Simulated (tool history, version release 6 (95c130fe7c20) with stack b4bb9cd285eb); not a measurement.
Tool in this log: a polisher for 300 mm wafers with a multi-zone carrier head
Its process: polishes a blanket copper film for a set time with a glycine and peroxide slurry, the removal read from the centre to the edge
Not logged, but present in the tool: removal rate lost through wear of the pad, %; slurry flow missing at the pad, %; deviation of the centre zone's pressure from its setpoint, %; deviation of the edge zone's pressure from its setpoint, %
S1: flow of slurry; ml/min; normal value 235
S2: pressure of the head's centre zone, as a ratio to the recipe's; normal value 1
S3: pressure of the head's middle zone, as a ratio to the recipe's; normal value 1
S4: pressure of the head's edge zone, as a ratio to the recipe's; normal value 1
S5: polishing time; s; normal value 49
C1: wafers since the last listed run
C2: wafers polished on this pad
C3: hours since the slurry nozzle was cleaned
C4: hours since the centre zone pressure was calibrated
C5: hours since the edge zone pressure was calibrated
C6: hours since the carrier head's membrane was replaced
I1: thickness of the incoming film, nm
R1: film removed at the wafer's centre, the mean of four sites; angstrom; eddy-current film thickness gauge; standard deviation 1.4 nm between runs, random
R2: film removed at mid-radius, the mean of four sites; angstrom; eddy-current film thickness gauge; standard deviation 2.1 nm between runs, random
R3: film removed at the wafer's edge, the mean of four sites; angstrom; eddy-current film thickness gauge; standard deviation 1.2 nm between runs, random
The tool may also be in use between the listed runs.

Run 1, day 0: usual settings; C1 0; C2 1519; C3 101.8; C4 495.3; C5 1160.6; C6 167.8; I1 954.7. Result: R1 1781 angstrom, R2 1835 angstrom, R3 1819 angstrom.
At day 1.188: edge zone pressure recalibrated.
Run 2, day 2.65: usual settings; C1 778; C2 2297; C3 165.4; C4 558.9; C5 35.1; C6 231.4; I1 958.4. Result: R1 1748 angstrom, R2 1797 angstrom, R3 1836 angstrom.
Run 3, day 4.592: usual settings; C1 588; C2 2885; C3 212; C4 605.5; C5 81.7; C6 278; I1 958.1. Result: R1 1769 angstrom, R2 1796 angstrom, R3 1854 angstrom.
Run 4, day 7.521: usual settings but S1 310 ml/min, S3 1.08; C1 887; C2 3773; C3 282.3; C4 675.8; C5 152; C6 348.3; I1 957.1. Result: R1 1832 angstrom, R2 1991 angstrom, R3 1878 angstrom.
At day 9.696: worn pad replaced by a new one.
Run 5, day 9.717: usual settings but S3 1.08; C1 615; C2 6; C3 335; C4 728.5; C5 204.7; C6 401; I1 941.7. Result: R1 1742 angstrom, R2 1916 angstrom, R3 1811 angstrom.
At day 10.979: slurry nozzle cleaned, repeated, since the last time left the tool worse.
Run 6, day 11.738: usual settings but S1 280 ml/min, S4 0.94; C1 599; C2 606; C3 18.2; C4 777; C5 253.2; C6 449.5; I1 956.4. Result: R1 1945 angstrom, R2 1945 angstrom, R3 1879 angstrom.
Run 7, day 12.967: usual settings; C1 372; C2 979; C3 47.7; C4 806.5; C5 282.7; C6 479; I1 932.5. Result: R1 1883 angstrom, R2 1889 angstrom, R3 1912 angstrom.
Run 8, day 15.075: usual settings; C1 639; C2 1618; C3 98.3; C4 857.1; C5 333.3; C6 529.6; I1 937. Result: R1 1880 angstrom, R2 1891 angstrom, R3 1905 angstrom.
Run 9, day 17.904: usual settings but S1 260 ml/min, S2 1.12, S3 0.92, S4 1.05; C1 857; C2 2475; C3 166.2; C4 925; C5 401.2; C6 597.5; I1 936.1. Result: R1 2136 angstrom, R2 1779 angstrom, R3 1982 angstrom.
Run 10, day 20.104: usual settings but S4 0.89; C1 666; C2 3142; C3 219; C4 977.8; C5 454; C6 650.3; I1 950.9. Result: R1 1903 angstrom, R2 1950 angstrom, R3 1808 angstrom.
Run 11, day 22.046: usual settings but S2 1.05, S4 0.92; C1 588; C2 3731; C3 265.6; C4 1024.4; C5 500.6; C6 696.9; I1 940.7. Result: R1 1958 angstrom, R2 1903 angstrom, R3 1834 angstrom.
At day 23.521: centre zone pressure recalibrated.
Run 12, day 24.921: usual settings; C1 846; C2 4577; C3 334.6; C4 33.6; C5 569.6; C6 765.9; I1 962.5. Result: R1 1876 angstrom, R2 1891 angstrom, R3 1875 angstrom.
At day 25.242: worn pad replaced by a new one.
Run 13, day 27.825: usual settings; C1 829; C2 783; C3 404.3; C4 103.3; C5 639.3; C6 835.6; I1 964. Result: R1 1872 angstrom, R2 1878 angstrom, R3 1892 angstrom.
Run 14, day 30.125: usual settings; C1 697; C2 1480; C3 459.5; C4 158.5; C5 694.5; C6 890.8; I1 946.7. Result: R1 1843 angstrom, R2 1863 angstrom, R3 1879 angstrom.
At day 32.708: carrier head's membrane replaced by a new one.
Run 15, day 32.9: usual settings; C1 778; C2 2258; C3 526.1; C4 225.1; C5 761.1; C6 4.6; I1 960.5. Result: R1 1833 angstrom, R2 1902 angstrom, R3 1899 angstrom.
Run 16, day 34.075: usual settings but S1 160 ml/min, S4 0.9, S5 42 s; C1 356; C2 2614; C3 554.3; C4 253.3; C5 789.3; C6 32.8; I1 965.5. Result: R1 1505 angstrom, R2 1540 angstrom, R3 1493 angstrom.
Run 17, day 35.2: usual settings but S1 200 ml/min; C1 341; C2 2955; C3 581.3; C4 280.3; C5 816.3; C6 59.8; I1 954. Result: R1 1771 angstrom, R2 1856 angstrom, R3 1863 angstrom.
Run 18, day 36.512: usual settings but S3 0.94, S4 0.9; C1 397; C2 3353; C3 612.8; C4 311.8; C5 847.8; C6 91.3; I1 949.9. Result: R1 1829 angstrom, R2 1771 angstrom, R3 1790 angstrom.
Run 19, day 38.217: usual settings but S1 170 ml/min; C1 516; C2 3870; C3 653.7; C4 352.7; C5 888.7; C6 132.2; I1 940. Result: R1 1734 angstrom, R2 1805 angstrom, R3 1832 angstrom.
At day 38.283: slurry nozzle cleaned.
Run 20, day 40.112: usual settings but S2 1.1, S5 33 s; C1 562; C2 4432; C3 43.9; C4 398.2; C5 934.2; C6 177.7; I1 952. Result: R1 1408 angstrom, R2 1274 angstrom, R3 1288 angstrom.
At day 41.258: worn pad replaced by a new one.
Run 21, day 41.621: usual settings but S4 0.9; C1 406; C2 110; C3 80.1; C4 434.4; C5 970.4; C6 213.9; I1 957.5. Result: R1 1892 angstrom, R2 1925 angstrom, R3 1829 angstrom.
Run 22, day 42.879: usual settings; C1 381; C2 491; C3 110.3; C4 464.6; C5 1000.6; C6 244.1; I1 968.1. Result: R1 1885 angstrom, R2 1956 angstrom, R3 1936 angstrom.
Run 23, day 45.421: usual settings but S2 0.9, S5 44 s; C1 770; C2 1262; C3 171.3; C4 525.6; C5 1061.6; C6 305.1; I1 968.7. Result: R1 1531 angstrom, R2 1706 angstrom, R3 1704 angstrom.

Forecast each of these 3 alternatives for the next run:
Run A, day 45.438: usual settings; C1 5; C2 1267; C3 171.7; C4 526; C5 1062; C6 305.5; I1 935.1. Result: R1 ?, R2 ?, R3 ?.
Run B, day 45.438: usual settings but S5 44 s; C1 5; C2 1267; C3 171.7; C4 526; C5 1062; C6 305.5; I1 935.1. Result: R1 ?, R2 ?, R3 ?.
Run C, day 45.438: usual settings but S2 1.06, S3 0.96, S4 1.04, S5 44 s; C1 5; C2 1267; C3 171.7; C4 526; C5 1062; C6 305.5; I1 935.1. Result: R1 ?, R2 ?, R3 ?.

run    R1    R2    R3
  A  1907  1929  1913
  B  1713  1732  1718
  C  1815  1673  1752
Without the tool's hidden state the same runs would have given:
run    R1    R2    R3
  A  1912  1933  1917
  B  1717  1736  1721
  C  1820  1677  1755
